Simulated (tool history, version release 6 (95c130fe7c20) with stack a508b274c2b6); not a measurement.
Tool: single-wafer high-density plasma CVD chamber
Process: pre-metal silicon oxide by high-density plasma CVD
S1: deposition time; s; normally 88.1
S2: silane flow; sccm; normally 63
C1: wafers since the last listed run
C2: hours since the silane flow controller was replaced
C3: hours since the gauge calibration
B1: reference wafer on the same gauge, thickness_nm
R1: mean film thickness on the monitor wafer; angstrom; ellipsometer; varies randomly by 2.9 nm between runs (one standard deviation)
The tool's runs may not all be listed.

run 1 hour=0.0 | S1=88.1 S2=63 | C1=0 C2=3457.8 C3=110.2 | B1=565.682 | R1=5658.36
run 2 hour=14.5 | S1=88.1 S2=63 | C1=174 C2=3472.3 C3=124.7 | B1=565.485 | R1=5705.70
run 3 hour=29.5 | S1=88.1 S2=63 | C1=180 C2=3487.3 C3=139.7 | B1=565.780 | R1=5704.69
run 4 hour=38.3 | S1=88.1 S2=63 | C1=106 C2=3496.1 C3=148.5 | B1=565.379 | R1=5717.26
run 5 hour=53.0 | S1=88.1 S2=63 | C1=177 C2=3510.8 C3=163.2 | B1=564.965 | R1=5731.17
run 6 hour=64.5 | S1=88.1 S2=69 | C1=138 C2=3522.3 C3=174.7 | B1=565.184 | R1=6267.34
run 7 hour=82.2 | S1=88.1 S2=69 | C1=213 C2=3540.0 C3=192.4 | B1=566.092 | R1=6201.31
run 8 hour=96.8 | S1=88.1 S2=69 | C1=176 C2=3554.6 C3=207.0 | B1=564.014 | R1=6213.13
run 9 hour=126.2 | S1=88.1 S2=63 | C1=354 C2=3584.0 C3=236.4 | B1=564.413 | R1=5773.59
-- hour=134.6 silane flow controller replaced
run 10 hour=138.4 | S1=88.1 S2=63 | C1=50 C2=3.8 C3=248.6 | B1=564.736 | R1=5744.02
run 11 hour=148.0 | S1=88.1 S2=63 | C1=115 C2=13.4 C3=258.2 | B1=565.505 | R1=5725.10
-- hour=177.9 gauge calibrated
run 12 hour=189.7 | S1=76.0 S2=73 | C1=502 C2=55.1 C3=11.8 | B1=564.583 | R1=5672.15
run 13 hour=205.0 | S1=76.9 S2=63 | C1=184 C2=70.4 C3=27.1 | B1=564.486 | R1=5002.84
run 14 hour=222.1 | S1=104.3 S2=63 | C1=206 C2=87.5 C3=44.2 | B1=565.203 | R1=6777.40
run 15 hour=235.1 | S1=88.1 S2=54 | C1=156 C2=100.5 C3=57.2 | B1=564.693 | R1=4951.72
run 16 hour=243.1 | S1=88.1 S2=63 | C1=96 C2=108.5 C3=65.2 | B1=565.838 | R1=5734.91
run 17 hour=251.5 | S1=100.4 S2=68 | C1=101 C2=116.9 C3=73.6 | B1=564.272 | R1=7027.41
run 18 hour=261.9 | S1=101.7 S2=63 | C1=125 C2=127.3 C3=84.0 | B1=564.457 | R1=6615.71
run 19 hour=272.5 | S1=101.0 S2=72 | C1=127 C2=137.9 C3=94.6 | B1=565.318 | R1=7474.83
run 20 hour=284.4 | S1=80.2 S2=58 | C1=143 C2=149.8 C3=106.5 | B1=565.727 | R1=4819.60
run 21 hour=294.6 | S1=88.1 S2=63 | C1=122 C2=160.0 C3=116.7 | B1=565.480 | R1=5731.28
run 22 hour=301.0 | S1=88.1 S2=63 | C1=77 C2=166.4 C3=123.1 | B1=565.764 | R1=5798.78

Hidden condition of the tool, last listed run before each entry between runs versus first listed run after:
Runs 9 to 10: silane flow controller replaced (hour 134.6)
  no difference in the tool's unlogged condition between these two runs
Runs 11 to 12: gauge calibrated (hour 177.9)
  no difference in the tool's unlogged condition between these two runs
